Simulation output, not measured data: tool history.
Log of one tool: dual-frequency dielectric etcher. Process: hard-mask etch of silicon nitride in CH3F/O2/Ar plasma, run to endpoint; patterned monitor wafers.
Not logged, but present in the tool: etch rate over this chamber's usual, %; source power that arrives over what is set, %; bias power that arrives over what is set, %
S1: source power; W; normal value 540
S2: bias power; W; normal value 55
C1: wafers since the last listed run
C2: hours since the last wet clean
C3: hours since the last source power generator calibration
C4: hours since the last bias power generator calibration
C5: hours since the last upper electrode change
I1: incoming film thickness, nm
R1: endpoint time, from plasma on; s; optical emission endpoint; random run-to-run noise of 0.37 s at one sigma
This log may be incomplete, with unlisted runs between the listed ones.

Run 1, hour 0: usual settings; C1 0; C2 321; C3 3363.1; C4 701.4; C5 2933.1; I1 38.13. Result: R1 49.8 s.
Run 2, hour 46.9: usual settings; C1 581; C2 367.9; C3 3410; C4 748.3; C5 2980; I1 37.97. Result: R1 49 s.
Run 3, hour 73.3: usual settings but S1 460 W; C1 327; C2 394.3; C3 3436.4; C4 774.7; C5 3006.4; I1 38.24. Result: R1 51.9 s.
Run 4, hour 123.3: usual settings but S1 460 W; C1 619; C2 444.3; C3 3486.4; C4 824.7; C5 3056.4; I1 38.21. Result: R1 51.6 s.
At hour 233.5: wet clean of the chamber.
Run 5, hour 308.7: usual settings but S1 500 W; C1 2000; C2 75.2; C3 3671.8; C4 1010.1; C5 3241.8; I1 38.63. Result: R1 51.9 s.
Run 6, hour 342.9: usual settings but S2 65 W; C1 423; C2 109.4; C3 3706; C4 1044.3; C5 3276; I1 38.32. Result: R1 48.3 s.
Run 7, hour 516.5: usual settings but S2 65 W; C1 2152; C2 283; C3 3879.6; C4 1217.9; C5 3449.6; I1 37.74. Result: R1 46.7 s.
Run 8, hour 585.5: usual settings but S2 65 W; C1 855; C2 352; C3 3948.6; C4 1286.9; C5 3518.6; I1 38.19. Result: R1 47.9 s.
Run 9, hour 640.7: usual settings; C1 684; C2 407.2; C3 4003.8; C4 1342.1; C5 3573.8; I1 38.2. Result: R1 50 s.
Run 10, hour 704.7: usual settings; C1 793; C2 471.2; C3 4067.8; C4 1406.1; C5 3637.8; I1 38.2. Result: R1 49.9 s.
Run 11, hour 737: usual settings; C1 400; C2 503.5; C3 4100.1; C4 1438.4; C5 3670.1; I1 37.88. Result: R1 49.2 s.
Run 12, hour 791.2: usual settings; C1 671; C2 557.7; C3 4154.3; C4 1492.6; C5 3724.3; I1 38.05. Result: R1 49.7 s.
At hour 833: wet clean of the chamber.
Run 13, hour 833.5: usual settings; C1 226; C2 0.5; C3 4196.6; C4 1534.9; C5 3766.6; I1 38.09. Result: R1 49.4 s.
Run 14, hour 890.3: usual settings but S1 590 W; C1 704; C2 57.3; C3 4253.4; C4 1591.7; C5 3823.4; I1 38.37. Result: R1 48.3 s.
Run 15, hour 943.5: usual settings but S2 45 W; C1 659; C2 110.5; C3 4306.6; C4 1644.9; C5 3876.6; I1 38.08. Result: R1 51 s.
At hour 996.7: upper electrode replaced.
Run 16, hour 1013: usual settings; C1 564; C2 180; C3 4376.1; C4 1714.4; C5 16.3; I1 37.98. Result: R1 48.8 s.
Run 17, hour 1060.6: usual settings but S1 490 W, S2 59 W; C1 590; C2 227.6; C3 4423.7; C4 1762; C5 63.9; I1 38.13. Result: R1 50.3 s.
Run 18, hour 1116.9: usual settings but S1 490 W, S2 64 W; C1 697; C2 283.9; C3 4480; C4 1818.3; C5 120.2; I1 38.01. Result: R1 48.8 s.
At hour 1178.7: source power generator calibrated.
Run 19, hour 1187.4: usual settings but S1 480 W, S2 67 W; C1 824; C2 354.4; C3 8.7; C4 1888.8; C5 190.7; I1 38.4. Result: R1 48.6 s.
Run 20, hour 1226.1: usual settings but S2 49 W; C1 479; C2 393.1; C3 47.4; C4 1927.5; C5 229.4; I1 38.54. Result: R1 51.4 s.
Run 21, hour 1262.8: usual settings but S1 590 W, S2 50 W; C1 454; C2 429.8; C3 84.1; C4 1964.2; C5 266.1; I1 38.38. Result: R1 49.1 s.
Run 22, hour 1291.7: usual settings but S1 490 W, S2 59 W; C1 358; C2 458.7; C3 113; C4 1993.1; C5 295; I1 38.03. Result: R1 50.1 s.
Run 23, hour 1353: usual settings; C1 759; C2 520; C3 174.3; C4 2054.4; C5 356.3; I1 38.4. Result: R1 49.9 s.
Run 24, hour 1395.3: usual settings but S2 62 W; C1 524; C2 562.3; C3 216.6; C4 2096.7; C5 398.6; I1 38.2. Result: R1 48.3 s.
At hour 1489.1: wet clean of the chamber.
Run 25, hour 1489.6: usual settings; C1 871; C2 0.5; C3 310.9; C4 2191; C5 492.9; I1 37.96. Result: R1 49 s.
At hour 1499.6: bias power generator calibrated.
Run 26, hour 1513.3: usual settings but S1 580 W, S2 66 W; C1 244; C2 24.2; C3 334.6; C4 13.7; C5 516.6; I1 38.34. Result: R1 47.4 s.
Run 27, hour 1547.9: usual settings; C1 428; C2 58.8; C3 369.2; C4 48.3; C5 551.2; I1 38.37. Result: R1 49.9 s.
Run 28, hour 1619: usual settings; C1 881; C2 129.9; C3 440.3; C4 119.4; C5 622.3; I1 38.03. Result: R1 49.9 s.
Run 29, hour 1661.8: usual settings but S1 450 W, S2 46 W; C1 530; C2 172.7; C3 483.1; C4 162.2; C5 665.1; I1 37.87. Result: R1 53 s.
Run 30, hour 1698: usual settings but S1 400 W, S2 44 W; C1 448; C2 208.9; C3 519.3; C4 198.4; C5 701.3; I1 38. Result: R1 56.8 s.
Run 31, hour 1743.7: usual settings but S1 680 W, S2 50 W; C1 566; C2 254.6; C3 565; C4 244.1; C5 747; I1 37.94. Result: R1 46.7 s.
Run 32, hour 1804: usual settings but S1 480 W; C1 747; C2 314.9; C3 625.3; C4 304.4; C5 807.3; I1 37.96. Result: R1 50.9 s.
Run 33, hour 1865: usual settings; C1 756; C2 375.9; C3 686.3; C4 365.4; C5 868.3; I1 38.41. Result: R1 49.6 s.
Run 34, hour 1935.7: usual settings but S1 610 W, S2 47 W; C1 876; C2 446.6; C3 757; C4 436.1; C5 939; I1 38.15. Result: R1 49.3 s.
Run 35, hour 2000: usual settings but S1 610 W, S2 67 W; C1 797; C2 510.9; C3 821.3; C4 500.4; C5 1003.3; I1 38.22. Result: R1 45.8 s.
Run 36, hour 2051.9: usual settings but S1 490 W, S2 43 W; C1 643; C2 562.8; C3 873.2; C4 552.3; C5 1055.2; I1 37.98. Result: R1 52.3 s.

3 options for the next run, each taken on its own from the tool as it stands now. Forecast them:
Run A, hour 2052.3: usual settings but S1 600 W; C1 4; C2 563.2; C3 873.6; C4 552.7; C5 1055.6; I1 38.11. Result: R1 ?.
Run B, hour 2052.3: usual settings but S1 620 W, S2 44 W; C1 4; C2 563.2; C3 873.6; C4 552.7; C5 1055.6; I1 38.11. Result: R1 ?.
Run C, hour 2052.3: usual settings but S1 420 W; C1 4; C2 563.2; C3 873.6; C4 552.7; C5 1055.6; I1 38.11. Result: R1 ?.

run    R1
  A  47.8
  B  49.3
  C  53.1
Stripped of hidden state, with their random variation kept, the same runs would have yielded:
run    R1
  A  47.8
  B  49.3
  C  53.1
